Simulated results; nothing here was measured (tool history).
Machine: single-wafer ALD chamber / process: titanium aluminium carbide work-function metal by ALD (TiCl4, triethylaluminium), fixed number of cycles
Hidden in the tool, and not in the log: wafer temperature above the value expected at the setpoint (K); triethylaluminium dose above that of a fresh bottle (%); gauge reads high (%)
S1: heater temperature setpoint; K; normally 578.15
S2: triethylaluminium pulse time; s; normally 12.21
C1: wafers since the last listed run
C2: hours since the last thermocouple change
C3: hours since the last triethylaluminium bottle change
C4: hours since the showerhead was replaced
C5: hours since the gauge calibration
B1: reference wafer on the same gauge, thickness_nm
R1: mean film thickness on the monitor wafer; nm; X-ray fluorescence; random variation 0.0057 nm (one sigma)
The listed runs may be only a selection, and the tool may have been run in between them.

run 1 hour=0.0 | S1=568.15 S2=12.21 | C1=0 C2=2137.0 C3=1846.3 C4=4403.5 C5=158.2 | B1=2.029 | R1=1.984
run 2 hour=13.2 | S1=568.15 S2=12.21 | C1=79 C2=2150.2 C3=1859.5 C4=4416.7 C5=171.4 | B1=2.029 | R1=1.964
run 3 hour=25.4 | S1=568.15 S2=12.21 | C1=73 C2=2162.4 C3=1871.7 C4=4428.9 C5=183.6 | B1=2.031 | R1=1.965
run 4 hour=38.0 | S1=566.15 S2=12.21 | C1=75 C2=2175.0 C3=1884.3 C4=4441.5 C5=196.2 | B1=2.030 | R1=1.942
run 5 hour=49.3 | S1=566.15 S2=12.21 | C1=67 C2=2186.3 C3=1895.6 C4=4452.8 C5=207.5 | B1=2.031 | R1=1.948
run 6 hour=83.8 | S1=578.15 S2=12.21 | C1=206 C2=2220.8 C3=1930.1 C4=4487.3 C5=242.0 | B1=2.029 | R1=2.028
run 7 hour=95.5 | S1=578.15 S2=12.21 | C1=70 C2=2232.5 C3=1941.8 C4=4499.0 C5=253.7 | B1=2.030 | R1=2.017
run 8 hour=110.1 | S1=578.15 S2=12.21 | C1=87 C2=2247.1 C3=1956.4 C4=4513.6 C5=268.3 | B1=2.030 | R1=2.021
run 9 hour=119.2 | S1=578.15 S2=12.21 | C1=54 C2=2256.2 C3=1965.5 C4=4522.7 C5=277.4 | B1=2.030 | R1=2.015
run 10 hour=130.3 | S1=578.15 S2=12.21 | C1=66 C2=2267.3 C3=1976.6 C4=4533.8 C5=288.5 | B1=2.030 | R1=2.026
-- hour=137.4 gauge calibrated
run 11 hour=142.4 | S1=583.15 S2=12.21 | C1=72 C2=2279.4 C3=1988.7 C4=4545.9 C5=5.0 | B1=2.031 | R1=2.042
run 12 hour=169.4 | S1=583.15 S2=12.21 | C1=161 C2=2306.4 C3=2015.7 C4=4572.9 C5=32.0 | B1=2.030 | R1=2.041
-- hour=181.1 thermocouple changed; heater temperature recalibrated
run 13 hour=181.6 | S1=569.15 S2=8.20 | C1=25 C2=0.5 C3=2027.9 C4=4585.1 C5=44.2 | B1=2.029 | R1=1.549
-- hour=195.8 showerhead replaced
run 14 hour=197.9 | S1=591.15 S2=9.54 | C1=49 C2=16.8 C3=2044.2 C4=2.1 C5=60.5 | B1=2.030 | R1=1.855
run 15 hour=210.4 | S1=578.15 S2=9.91 | C1=74 C2=29.3 C3=2056.7 C4=14.6 C5=73.0 | B1=2.030 | R1=1.804
run 16 hour=222.8 | S1=578.15 S2=12.21 | C1=74 C2=41.7 C3=2069.1 C4=27.0 C5=85.4 | B1=2.029 | R1=1.988
run 17 hour=232.2 | S1=578.15 S2=12.21 | C1=56 C2=51.1 C3=2078.5 C4=36.4 C5=94.8 | B1=2.030 | R1=1.991
run 18 hour=247.9 | S1=578.15 S2=12.21 | C1=94 C2=66.8 C3=2094.2 C4=52.1 C5=110.5 | B1=2.029 | R1=1.980
-- hour=262.8 triethylaluminium bottle replaced
run 19 hour=263.3 | S1=565.15 S2=12.21 | C1=44 C2=82.2 C3=0.5 C4=67.5 C5=125.9 | B1=2.030 | R1=2.180
run 20 hour=268.3 | S1=578.15 S2=8.69 | C1=29 C2=87.2 C3=5.5 C4=72.5 C5=130.9 | B1=2.029 | R1=2.156
run 21 hour=281.6 | S1=565.15 S2=10.02 | C1=79 C2=100.5 C3=18.8 C4=85.8 C5=144.2 | B1=2.030 | R1=2.112
run 22 hour=313.4 | S1=571.15 S2=13.62 | C1=190 C2=132.3 C3=50.6 C4=117.6 C5=176.0 | B1=2.029 | R1=2.242
run 23 hour=352.1 | S1=578.15 S2=8.49 | C1=231 C2=171.0 C3=89.3 C4=156.3 C5=214.7 | B1=2.030 | R1=2.138
run 24 hour=359.9 | S1=593.15 S2=15.96 | C1=46 C2=178.8 C3=97.1 C4=164.1 C5=222.5 | B1=2.029 | R1=2.443
run 25 hour=367.6 | S1=589.15 S2=8.35 | C1=46 C2=186.5 C3=104.8 C4=171.8 C5=230.2 | B1=2.032 | R1=2.202

Table of differences, measured result less the result of that run with no hidden state. Run-to-run variation is the same in both. Gauge scatter possibly is not:
run=1 R1=-0.228
run=2 R1=-0.229
run=3 R1=-0.232
run=4 R1=-0.233
run=5 R1=-0.237
run=6 R1=-0.257
run=7 R1=-0.260
run=8 R1=-0.265
run=9 R1=-0.266
run=10 R1=-0.271
run=11 R1=-0.278
run=12 R1=-0.287
run=13 R1=-0.504
run=14 R1=-0.466
run=15 R1=-0.425
run=16 R1=-0.298
run=17 R1=-0.301
run=18 R1=-0.306
run=19 R1=-0.004
run=20 R1=-0.014
run=21 R1=-0.010
run=22 R1=-0.004
run=23 R1=-0.023
run=24 R1=-0.002
run=25 R1=-0.027
